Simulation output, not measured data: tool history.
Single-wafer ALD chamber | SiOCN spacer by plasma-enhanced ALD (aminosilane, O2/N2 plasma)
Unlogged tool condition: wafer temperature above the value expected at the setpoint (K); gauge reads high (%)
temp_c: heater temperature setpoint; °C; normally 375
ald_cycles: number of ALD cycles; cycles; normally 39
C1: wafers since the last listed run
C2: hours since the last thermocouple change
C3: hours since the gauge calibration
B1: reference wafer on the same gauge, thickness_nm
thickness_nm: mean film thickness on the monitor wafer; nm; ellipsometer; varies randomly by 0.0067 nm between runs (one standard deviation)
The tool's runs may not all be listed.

{"run": 1, "day": 0.0, "temp_c": 375, "ald_cycles": 39, "C1": 0, "C2": 1802.4, "C3": 175.6, "B1": 2.017, "thickness_nm": 2.405}
{"run": 2, "day": 1.442, "temp_c": 375, "ald_cycles": 39, "C1": 141, "C2": 1837, "C3": 210.2, "B1": 2.014, "thickness_nm": 2.407}
{"run": 3, "day": 2.388, "temp_c": 375, "ald_cycles": 39, "C1": 92, "C2": 1859.7, "C3": 232.9, "B1": 2.013, "thickness_nm": 2.388}
{"run": 4, "day": 3.775, "temp_c": 375, "ald_cycles": 39, "C1": 136, "C2": 1893, "C3": 266.2, "B1": 2.01, "thickness_nm": 2.402}
{"run": 5, "day": 4.829, "temp_c": 375, "ald_cycles": 39, "C1": 103, "C2": 1918.3, "C3": 291.5, "B1": 2.01, "thickness_nm": 2.393}
{"run": 6, "day": 7.079, "temp_c": 375, "ald_cycles": 39, "C1": 221, "C2": 1972.3, "C3": 345.5, "B1": 2.007, "thickness_nm": 2.401}
{"run": 7, "day": 8.446, "temp_c": 375, "ald_cycles": 39, "C1": 134, "C2": 2005.1, "C3": 378.3, "B1": 2.005, "thickness_nm": 2.398}
{"run": 8, "day": 9.771, "temp_c": 375, "ald_cycles": 39, "C1": 130, "C2": 2036.9, "C3": 410.1, "B1": 2.004, "thickness_nm": 2.387}
{"run": 9, "day": 11.188, "temp_c": 375, "ald_cycles": 42, "C1": 139, "C2": 2070.9, "C3": 444.1, "B1": 2.004, "thickness_nm": 2.576}
{"run": 10, "day": 12.283, "temp_c": 375, "ald_cycles": 42, "C1": 107, "C2": 2097.2, "C3": 470.4, "B1": 2.003, "thickness_nm": 2.578}
{"run": 11, "day": 13.442, "temp_c": 375, "ald_cycles": 42, "C1": 113, "C2": 2125, "C3": 498.2, "B1": 2.002, "thickness_nm": 2.562}
{"run": 12, "day": 14.504, "temp_c": 384, "ald_cycles": 39, "C1": 104, "C2": 2150.5, "C3": 523.7, "B1": 2.001, "thickness_nm": 2.391}
{"run": 13, "day": 18.375, "temp_c": 375, "ald_cycles": 39, "C1": 380, "C2": 2243.4, "C3": 616.6, "B1": 1.999, "thickness_nm": 2.368}
{"run": 14, "day": 19.608, "temp_c": 375, "ald_cycles": 39, "C1": 121, "C2": 2273, "C3": 646.2, "B1": 1.998, "thickness_nm": 2.385}
{"run": 15, "day": 20.138, "temp_c": 375, "ald_cycles": 39, "C1": 51, "C2": 2285.7, "C3": 658.9, "B1": 1.997, "thickness_nm": 2.388}
{"run": 16, "day": 21.0, "temp_c": 381, "ald_cycles": 39, "C1": 84, "C2": 2306.4, "C3": 679.6, "B1": 1.997, "thickness_nm": 2.379}
{"run": 17, "day": 21.525, "temp_c": 370, "ald_cycles": 44, "C1": 51, "C2": 2319, "C3": 692.2, "B1": 1.998, "thickness_nm": 2.685}
{"run": 18, "day": 22.838, "temp_c": 370, "ald_cycles": 44, "C1": 128, "C2": 2350.5, "C3": 723.7, "B1": 1.997, "thickness_nm": 2.687}
{"run": 19, "day": 23.633, "temp_c": 375, "ald_cycles": 39, "C1": 78, "C2": 2369.6, "C3": 742.8, "B1": 1.998, "thickness_nm": 2.382}
{"run": 20, "day": 24.867, "temp_c": 375, "ald_cycles": 42, "C1": 121, "C2": 2399.2, "C3": 772.4, "B1": 1.996, "thickness_nm": 2.568}
{"run": 21, "day": 25.538, "temp_c": 375, "ald_cycles": 39, "C1": 65, "C2": 2415.3, "C3": 788.5, "B1": 1.995, "thickness_nm": 2.382}
{"run": 22, "day": 26.417, "temp_c": 369, "ald_cycles": 35, "C1": 86, "C2": 2436.4, "C3": 809.6, "B1": 1.995, "thickness_nm": 2.138}
{"run": 23, "day": 27.15, "temp_c": 368, "ald_cycles": 45, "C1": 72, "C2": 2454, "C3": 827.2, "B1": 1.996, "thickness_nm": 2.735}
{"run": 24, "day": 28.275, "temp_c": 375, "ald_cycles": 39, "C1": 110, "C2": 2481, "C3": 854.2, "B1": 1.995, "thickness_nm": 2.388}
{"run": 25, "day": 29.238, "temp_c": 389, "ald_cycles": 46, "C1": 94, "C2": 2504.1, "C3": 877.3, "B1": 1.994, "thickness_nm": 2.808}
{"run": 26, "day": 29.821, "temp_c": 365, "ald_cycles": 36, "C1": 57, "C2": 2518.1, "C3": 891.3, "B1": 1.995, "thickness_nm": 2.196}
{"run": 27, "day": 31.158, "temp_c": 380, "ald_cycles": 34, "C1": 131, "C2": 2550.2, "C3": 923.4, "B1": 1.995, "thickness_nm": 2.067}
{"run": 28, "day": 32.504, "temp_c": 384, "ald_cycles": 32, "C1": 132, "C2": 2582.5, "C3": 955.7, "B1": 1.994, "thickness_nm": 1.96}
{"day": 33.662, "done": "thermocouple changed; heater temperature recalibrated"}
{"run": 29, "day": 33.683, "temp_c": 369, "ald_cycles": 39, "C1": 83, "C2": 0.5, "C3": 984, "B1": 1.994, "thickness_nm": 2.38}
{"day": 33.825, "done": "gauge calibrated"}
{"run": 30, "day": 35.021, "temp_c": 384, "ald_cycles": 36, "C1": 131, "C2": 32.6, "C3": 28.7, "B1": 2.026, "thickness_nm": 2.236}
{"run": 31, "day": 36.108, "temp_c": 385, "ald_cycles": 31, "C1": 106, "C2": 58.7, "C3": 54.8, "B1": 2.024, "thickness_nm": 1.92}
{"run": 32, "day": 37.342, "temp_c": 390, "ald_cycles": 39, "C1": 121, "C2": 88.3, "C3": 84.4, "B1": 2.02, "thickness_nm": 2.402}
{"run": 33, "day": 38.838, "temp_c": 369, "ald_cycles": 33, "C1": 146, "C2": 124.2, "C3": 120.3, "B1": 2.017, "thickness_nm": 2.045}
{"run": 34, "day": 40.292, "temp_c": 375, "ald_cycles": 39, "C1": 142, "C2": 159.1, "C3": 155.2, "B1": 2.013, "thickness_nm": 2.413}
{"run": 35, "day": 41.658, "temp_c": 360, "ald_cycles": 44, "C1": 134, "C2": 191.9, "C3": 188, "B1": 2.012, "thickness_nm": 2.698}
{"run": 36, "day": 42.362, "temp_c": 386, "ald_cycles": 41, "C1": 69, "C2": 208.8, "C3": 204.9, "B1": 2.01, "thickness_nm": 2.522}
{"run": 37, "day": 43.492, "temp_c": 364, "ald_cycles": 46, "C1": 110, "C2": 235.9, "C3": 232, "B1": 2.01, "thickness_nm": 2.815}

Below are 3 alternative next runs, each starting from the tool's condition after run 37. Predict each:
{"run": "A", "day": 43.512, "temp_c": 375, "ald_cycles": 39, "C1": 2, "C2": 236.4, "C3": 232.5, "B1": "?", "thickness_nm": "?"}
{"run": "B", "day": 43.512, "temp_c": 368, "ald_cycles": 33, "C1": 2, "C2": 236.4, "C3": 232.5, "B1": "?", "thickness_nm": "?"}
{"run": "C", "day": 43.512, "temp_c": 370, "ald_cycles": 31, "C1": 2, "C2": 236.4, "C3": 232.5, "B1": "?", "thickness_nm": "?"}

run=A B1=2.009 thickness_nm=2.403
run=B B1=2.009 thickness_nm=2.034
run=C B1=2.009 thickness_nm=1.91
Stripped of hidden state, with their random variation kept, the same runs would have yielded:
run=A thickness_nm=2.428
run=B thickness_nm=2.055
run=C thickness_nm=1.93
